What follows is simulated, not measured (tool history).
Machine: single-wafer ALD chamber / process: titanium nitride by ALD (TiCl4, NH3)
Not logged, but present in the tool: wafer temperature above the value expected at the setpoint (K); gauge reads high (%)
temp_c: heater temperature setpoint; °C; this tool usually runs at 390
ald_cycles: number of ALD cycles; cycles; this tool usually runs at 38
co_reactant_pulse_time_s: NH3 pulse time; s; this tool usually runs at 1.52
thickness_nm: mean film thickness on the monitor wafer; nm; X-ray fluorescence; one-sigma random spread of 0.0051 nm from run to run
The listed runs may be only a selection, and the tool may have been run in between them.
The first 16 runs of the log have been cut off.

run    hour  temp_c  ald_cycles  co_reactant_pulse_time_s  wafers since the last listed run  hours since the last thermocouple change  hours since the showerhead was replaced  hours since the gauge calibration  read-back reference wafer on the same gauge, thickness_nm  thickness_nm
 17   806.5     382          43                      2.08                               185                                     402.3                                   5601.8                              281.4                                                      0.800         0.985
 18   841.8     390          36                      1.52                               151                                     437.6                                   5637.1                              316.7                                                      0.800         0.819
 19   912.6     401          41                      1.79                               304                                     508.4                                   5707.9                              387.5                                                      0.801         0.957
 20   977.0     378          36                      2.03                               276                                     572.8                                   5772.3                              451.9                                                      0.800         0.823
 21  1008.4     386          43                      1.90                               134                                     604.2                                   5803.7                              483.3                                                      0.801         0.990
 22  1044.5     390          38                      1.52                               155                                     640.3                                   5839.8                              519.4                                                      0.800         0.873
 23  1092.5     384          38                      1.17                               206                                     688.3                                   5887.8                              567.4                                                      0.801         0.847
 24  1139.5     384          35                      1.86                               201                                     735.3                                   5934.8                              614.4                                                      0.800         0.800
 25  1182.7     397          41                      0.93                               185                                     778.5                                   5978.0                              657.6                                                      0.802         0.921
 26  1246.8     405          30                      1.05                               275                                     842.6                                   6042.1                              721.7                                                      0.802         0.677
 27  1274.5     390          31                      1.11                               118                                     870.3                                   6069.8                              749.4                                                      0.801         0.700
 28  1303.6     390          38                      1.52                               124                                     899.4                                   6098.9                              778.5                                                      0.801         0.864
 29  1333.8     398          43                      1.15                               129                                     929.6                                   6129.1                              808.7                                                      0.801         0.981
     1343.2  -- showerhead replaced
 30  1389.7     390          38                      1.08                               205                                     985.5                                     46.5                              864.6                                                      0.802         0.858
 31  1444.4     390          38                      1.52                               234                                    1040.2                                    101.2                              919.3                                                      0.801         0.856
 32  1497.2     390          38                      1.52                               226                                    1093.0                                    154.0                              972.1                                                      0.801         0.863
 33  1538.0     390          38                      1.52                               175                                    1133.8                                    194.8                             1012.9                                                      0.802         0.864
 34  1589.7     390          38                      1.52                               222                                    1185.5                                    246.5                             1064.6                                                      0.801         0.857
 35  1637.3     383          32                      1.92                               204                                    1233.1                                    294.1                             1112.2                                                      0.800         0.732
 36  1676.9     390          43                      1.87                               170                                    1272.7                                    333.7                             1151.8                                                      0.803         0.986
 37  1709.9     384          45                      1.52                               141                                    1305.7                                    366.7                             1184.8                                                      0.801         1.008
 38  1775.3     390          38                      1.52                               280                                    1371.1                                    432.1                             1250.2                                                      0.801         0.866
 39  1802.3     390          34                      1.15                               115                                    1398.1                                    459.1                             1277.2                                                      0.801         0.766

5 options for the next run, each taken on its own from the tool as it stands now. Forecast them:
  A  1802.8     399          38                      1.52                                 2                                    1398.6                                    459.6                             1277.7                                                          ?             ?
  B  1802.8     390          33                      1.52                                 2                                    1398.6                                    459.6                             1277.7                                                          ?             ?
  C  1802.8     397          42                      1.11                                 2                                    1398.6                                    459.6                             1277.7                                                          ?             ?
  D  1802.8     377          42                      1.52                                 2                                    1398.6                                    459.6                             1277.7                                                          ?             ?
  E  1802.8     381          38                      1.25                                 2                                    1398.6                                    459.6                             1277.7                                                          ?             ?

run  read-back reference wafer on the same gauge, thickness_nm  thickness_nm
  A                                                      0.800         0.867
  B                                                      0.800         0.744
  C                                                      0.800         0.944
  D                                                      0.800         0.930
  E                                                      0.800         0.838
Without the tool's unlogged condition, the same runs would have read:
run  thickness_nm
  A         0.867
  B         0.744
  C         0.944
  D         0.930
  E         0.838
